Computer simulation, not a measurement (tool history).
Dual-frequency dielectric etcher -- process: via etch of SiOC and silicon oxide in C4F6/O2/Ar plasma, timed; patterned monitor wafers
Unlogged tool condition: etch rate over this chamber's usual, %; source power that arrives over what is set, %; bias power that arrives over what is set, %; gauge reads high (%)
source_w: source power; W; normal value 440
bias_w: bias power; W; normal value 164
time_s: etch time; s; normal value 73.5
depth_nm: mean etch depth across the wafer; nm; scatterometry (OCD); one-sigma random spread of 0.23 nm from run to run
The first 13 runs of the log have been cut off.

run	hour	source_w	bias_w	time_s	wafers since the last listed run	hours since the last wet clean	hours since the last source power generator calibration	hours since the last bias power generator calibration	hours since the last upper electrode change	hours since the gauge calibration	read-back reference wafer on the same gauge, depth_nm	depth_nm
14	661.6	370	129	73.5	667	244	137.4	421.6	6066.9	258.4	93.3	77.7
15	705.1	490	164	73.5	410	287.5	180.9	465.1	6110.4	301.9	93.2	97
# hour 760.5: wet clean of the chamber
16	762.5	440	128	58	314	2	238.3	522.5	6167.8	359.3	93.1	66.7
17	792.8	390	188	73.5	285	32.3	268.6	552.8	6198.1	389.6	93.3	89.8
# hour 859.6: upper electrode replaced
18	860.2	350	164	55	409	99.7	336	620.2	0.6	457	93.2	60.9
19	903.9	400	164	89.5	412	143.4	379.7	663.9	44.3	500.7	93.2	107
20	966	440	199	73.5	585	205.5	441.8	726	106.4	562.8	93.3	98.7
21	994.5	440	164	73.5	268	234	470.3	754.5	134.9	591.3	93.1	92.4
22	1047.2	440	164	73.5	496	286.7	523	807.2	187.6	644	93.2	93.2
23	1073.9	490	195	80.5	251	313.4	549.7	833.9	214.3	670.7	93.2	114
24	1101.2	350	149	85.5	257	340.7	577	861.2	241.6	698	93.3	92.4
# hour 1137.5: wet clean of the chamber
25	1159.5	440	144	65	323	22	635.3	919.5	299.9	756.3	93.2	77.4
26	1188.4	370	146	55.5	272	50.9	664.2	948.4	328.8	785.2	93.3	60.4
27	1256	390	187	88	637	118.5	731.8	1016	396.4	852.8	93.2	107.9
28	1308.4	440	144	65	494	170.9	784.2	1068.4	448.8	905.2	93.3	78.3
29	1358.3	500	178	90	470	220.8	834.1	1118.3	498.7	955.1	93.2	124.3
30	1428.4	440	129	73.5	661	290.9	904.2	1188.4	568.8	1025.2	93.1	86.6

What if the next run were any one of these 4? Each begins from the tool's condition after run 30:
A	1428.8	440	175	73.5	3	291.3	904.6	1188.8	569.2	1025.6	?	?
B	1428.8	440	132	89	3	291.3	904.6	1188.8	569.2	1025.6	?	?
C	1428.8	440	164	57	3	291.3	904.6	1188.8	569.2	1025.6	?	?
D	1428.8	530	176	73.5	3	291.3	904.6	1188.8	569.2	1025.6	?	?

run	read-back reference wafer on the same gauge, depth_nm	depth_nm
A	93.2	94.5
B	93.2	104.7
C	93.2	71.8
D	93.2	104
What these runs would have given with no unlogged condition in the tool:
run	depth_nm
A	91.4
B	101.4
C	69.5
D	100.6
